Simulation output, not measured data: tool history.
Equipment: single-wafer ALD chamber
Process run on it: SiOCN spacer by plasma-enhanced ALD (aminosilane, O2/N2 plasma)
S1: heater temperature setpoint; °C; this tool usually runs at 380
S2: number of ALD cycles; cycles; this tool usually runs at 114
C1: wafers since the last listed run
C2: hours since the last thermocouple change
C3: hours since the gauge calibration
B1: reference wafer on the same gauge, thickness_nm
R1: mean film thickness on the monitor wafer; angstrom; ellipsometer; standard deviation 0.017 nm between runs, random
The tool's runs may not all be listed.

{"run": 1, "day": 0.0, "S1": 380, "S2": 114, "C1": 0, "C2": 864.1, "C3": 620.4, "B1": 5.931, "R1": 69.27}
{"run": 2, "day": 2.317, "S1": 380, "S2": 114, "C1": 180, "C2": 919.7, "C3": 676.0, "B1": 5.929, "R1": 68.9}
{"run": 3, "day": 4.258, "S1": 380, "S2": 114, "C1": 151, "C2": 966.3, "C3": 722.6, "B1": 5.927, "R1": 69.35}
{"run": 4, "day": 5.921, "S1": 380, "S2": 114, "C1": 129, "C2": 1006.2, "C3": 762.5, "B1": 5.929, "R1": 69.23}
{"day": 7.479, "done": "thermocouple changed; heater temperature recalibrated"}
{"run": 5, "day": 8.062, "S1": 380, "S2": 114, "C1": 141, "C2": 14.0, "C3": 813.9, "B1": 5.935, "R1": 69.15}
{"run": 6, "day": 9.958, "S1": 380, "S2": 114, "C1": 147, "C2": 59.5, "C3": 859.4, "B1": 5.923, "R1": 69.39}
{"run": 7, "day": 11.088, "S1": 380, "S2": 114, "C1": 88, "C2": 86.6, "C3": 886.5, "B1": 5.936, "R1": 69.04}
{"run": 8, "day": 12.554, "S1": 386, "S2": 114, "C1": 114, "C2": 121.8, "C3": 921.7, "B1": 5.935, "R1": 69.16}
{"run": 9, "day": 14.646, "S1": 380, "S2": 114, "C1": 163, "C2": 172.0, "C3": 971.9, "B1": 5.933, "R1": 69.08}
{"run": 10, "day": 16.242, "S1": 380, "S2": 114, "C1": 124, "C2": 210.3, "C3": 1010.2, "B1": 5.928, "R1": 68.81}
{"run": 11, "day": 19.033, "S1": 380, "S2": 114, "C1": 217, "C2": 277.3, "C3": 1077.2, "B1": 5.928, "R1": 69.09}
{"run": 12, "day": 21.092, "S1": 370, "S2": 114, "C1": 160, "C2": 326.7, "C3": 1126.6, "B1": 5.935, "R1": 68.94}
{"run": 13, "day": 22.408, "S1": 375, "S2": 114, "C1": 102, "C2": 358.3, "C3": 1158.2, "B1": 5.93, "R1": 69.09}
{"run": 14, "day": 24.221, "S1": 375, "S2": 114, "C1": 141, "C2": 401.8, "C3": 1201.7, "B1": 5.93, "R1": 69.26}
{"run": 15, "day": 26.262, "S1": 380, "S2": 97, "C1": 159, "C2": 450.8, "C3": 1250.7, "B1": 5.935, "R1": 58.9}
{"run": 16, "day": 27.333, "S1": 380, "S2": 97, "C1": 83, "C2": 476.5, "C3": 1276.4, "B1": 5.928, "R1": 58.81}
{"run": 17, "day": 30.029, "S1": 386, "S2": 114, "C1": 210, "C2": 541.2, "C3": 1341.1, "B1": 5.931, "R1": 69.24}
{"run": 18, "day": 31.271, "S1": 369, "S2": 128, "C1": 96, "C2": 571.0, "C3": 1370.9, "B1": 5.936, "R1": 77.59}
{"run": 19, "day": 33.008, "S1": 387, "S2": 101, "C1": 135, "C2": 612.7, "C3": 1412.6, "B1": 5.929, "R1": 61.11}
{"run": 20, "day": 34.5, "S1": 391, "S2": 101, "C1": 116, "C2": 648.5, "C3": 1448.4, "B1": 5.935, "R1": 61.6}
{"day": 34.779, "done": "gauge calibrated"}
{"run": 21, "day": 36.121, "S1": 384, "S2": 114, "C1": 126, "C2": 687.4, "C3": 32.2, "B1": 5.93, "R1": 68.77}
{"run": 22, "day": 39.0, "S1": 380, "S2": 114, "C1": 224, "C2": 756.5, "C3": 101.3, "B1": 5.929, "R1": 69.16}
{"run": 23, "day": 41.908, "S1": 370, "S2": 114, "C1": 227, "C2": 826.3, "C3": 171.1, "B1": 5.929, "R1": 69.2}
{"run": 24, "day": 43.258, "S1": 375, "S2": 103, "C1": 105, "C2": 858.7, "C3": 203.5, "B1": 5.928, "R1": 62.39}
{"day": 43.892, "done": "thermocouple changed; heater temperature recalibrated"}
{"run": 25, "day": 44.571, "S1": 365, "S2": 126, "C1": 76, "C2": 16.3, "C3": 235.0, "B1": 5.932, "R1": 76.2}
{"run": 26, "day": 46.975, "S1": 366, "S2": 95, "C1": 187, "C2": 74.0, "C3": 292.7, "B1": 5.934, "R1": 57.85}
{"run": 27, "day": 48.788, "S1": 373, "S2": 122, "C1": 141, "C2": 117.5, "C3": 336.2, "B1": 5.926, "R1": 73.69}
{"run": 28, "day": 51.225, "S1": 380, "S2": 114, "C1": 190, "C2": 176.0, "C3": 394.7, "B1": 5.927, "R1": 69.03}
{"run": 29, "day": 53.571, "S1": 380, "S2": 114, "C1": 183, "C2": 232.3, "C3": 451.0, "B1": 5.933, "R1": 68.71}
{"run": 30, "day": 54.712, "S1": 389, "S2": 134, "C1": 89, "C2": 259.7, "C3": 478.4, "B1": 5.929, "R1": 81.21}
{"run": 31, "day": 56.604, "S1": 387, "S2": 123, "C1": 147, "C2": 305.1, "C3": 523.8, "B1": 5.936, "R1": 74.47}
{"run": 32, "day": 59.338, "S1": 380, "S2": 114, "C1": 213, "C2": 370.7, "C3": 589.4, "B1": 5.922, "R1": 68.94}
{"run": 33, "day": 60.738, "S1": 387, "S2": 123, "C1": 109, "C2": 404.3, "C3": 623.0, "B1": 5.927, "R1": 74.46}

Forecast each of these 4 alternatives for the next run:
{"run": "A", "day": 60.762, "S1": 380, "S2": 114, "C1": 1, "C2": 404.9, "C3": 623.6, "B1": "?", "R1": "?"}
{"run": "B", "day": 60.762, "S1": 390, "S2": 107, "C1": 1, "C2": 404.9, "C3": 623.6, "B1": "?", "R1": "?"}
{"run": "C", "day": 60.762, "S1": 368, "S2": 92, "C1": 1, "C2": 404.9, "C3": 623.6, "B1": "?", "R1": "?"}
{"run": "D", "day": 60.762, "S1": 368, "S2": 136, "C1": 1, "C2": 404.9, "C3": 623.6, "B1": "?", "R1": "?"}

run=A B1=5.926 R1=68.89
run=B B1=5.926 R1=64.66
run=C B1=5.926 R1=55.60
run=D B1=5.926 R1=82.19
The same runs, with their run-to-run variation unchanged, on a tool lacking any hidden condition would have given:
run=A R1=68.89
run=B R1=64.66
run=C R1=55.60
run=D R1=82.19
